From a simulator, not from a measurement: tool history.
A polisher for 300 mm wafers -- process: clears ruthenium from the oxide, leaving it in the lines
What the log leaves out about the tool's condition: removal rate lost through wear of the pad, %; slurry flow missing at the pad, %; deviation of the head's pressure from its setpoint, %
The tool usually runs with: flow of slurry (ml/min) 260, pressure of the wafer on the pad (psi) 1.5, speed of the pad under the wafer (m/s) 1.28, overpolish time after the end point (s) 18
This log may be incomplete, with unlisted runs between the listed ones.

run,hour,flow of slurry (ml/min),pressure of the wafer on the pad (psi),speed of the pad under the wafer (m/s),overpolish time after the end point (s),wafers since the last listed run,wafers polished on this pad,hours since the slurry nozzle was cleaned,hours since the head pressure was calibrated,"incoming thickness of the incoming film, nm",time until the end point was called (s)
1,0,260,1.5,1.28,18,0,1411,495.3,234.8,139.3,107.7
2,55.5,260,1.5,1.28,18,329,1741,550.8,290.3,140.7,110
# hour 83.6: worn pad replaced by a new one
3,124.9,260,1.5,1.28,18,388,245,620.2,359.7,141.7,107.3
# hour 297.4: slurry nozzle cleaned
4,309.6,260,1.5,1.28,18,1090,1335,12.2,544.4,139,106.4
# hour 417.9: worn pad replaced by a new one
5,419.4,285,1.5,1.28,18,628,8,122,654.2,139.8,103.3
6,473.5,260,1.5,1.28,18,321,329,176.1,708.3,141.2,105.2
7,501.9,260,1.5,1.28,18,168,498,204.5,736.7,139.8,104.8
8,554.1,260,1.2,1.28,18,309,808,256.7,788.9,140.5,122.2
9,702,260,1.5,1.28,18,878,1686,404.6,936.8,138.9,104.3
# hour 709.7: worn pad replaced by a new one
10,738.1,260,1.5,1.28,18,190,168,440.7,972.9,139.6,101.7
11,799.5,260,1.6,1.28,18,364,532,502.1,1034.3,138.8,98.9
12,843.4,260,1.5,1.28,18,260,793,546,1078.2,138.3,101.2
# hour 886: head pressure recalibrated
13,893.3,260,1.2,1.28,18,284,1078,595.9,7.3,142,134.3
14,944.4,290,1.3,1.66,27,303,1381,647,58.4,140.4,96.9
# hour 1004.1: slurry nozzle cleaned
15,1011.9,260,1.2,1.06,18,394,1776,7.8,125.9,139.4,148.2
# hour 1020.6: worn pad replaced by a new one
16,1051.7,175,1.5,1.08,18,212,184,47.6,165.7,141.2,132.1
17,1122.3,295,1.5,1.28,15,419,603,118.2,236.3,140.4,112.8
18,1155.2,260,1.1,1.28,11,195,799,151.1,269.2,139.9,136.5
19,1187.1,260,1,1.28,14,189,988,183,301.1,139.8,138.2
# hour 1359.5: worn pad replaced by a new one
20,1386.5,205,1.8,1.28,13,1160,160,382.4,500.5,139.8,95.8
21,1446.3,310,1.7,1.28,23,355,515,442.2,560.3,142.1,97.6
22,1487.9,320,1.9,0.98,14,247,762,483.8,601.9,139.3,113.3
23,1520.7,260,1.5,1.28,18,194,957,516.6,634.7,138.7,105.4

Hidden state, per run?
removal rate lost through wear of the pad, %: 0, the same for each run
slurry flow missing at the pad, %: 0, the same for each run
H1: deviation of the head's pressure from its setpoint, %
run,H1
1,6.69
2,7.65
3,8.64
4,10.5
5,11.2
6,11.4
7,11.6
8,11.8
9,12.2
10,12.3
11,12.4
12,12.5
13,-1.98
14,-0.236
15,1.7
16,2.67
17,4.14
18,4.72
19,5.23
20,7.54
21,8
22,8.28
23,8.47

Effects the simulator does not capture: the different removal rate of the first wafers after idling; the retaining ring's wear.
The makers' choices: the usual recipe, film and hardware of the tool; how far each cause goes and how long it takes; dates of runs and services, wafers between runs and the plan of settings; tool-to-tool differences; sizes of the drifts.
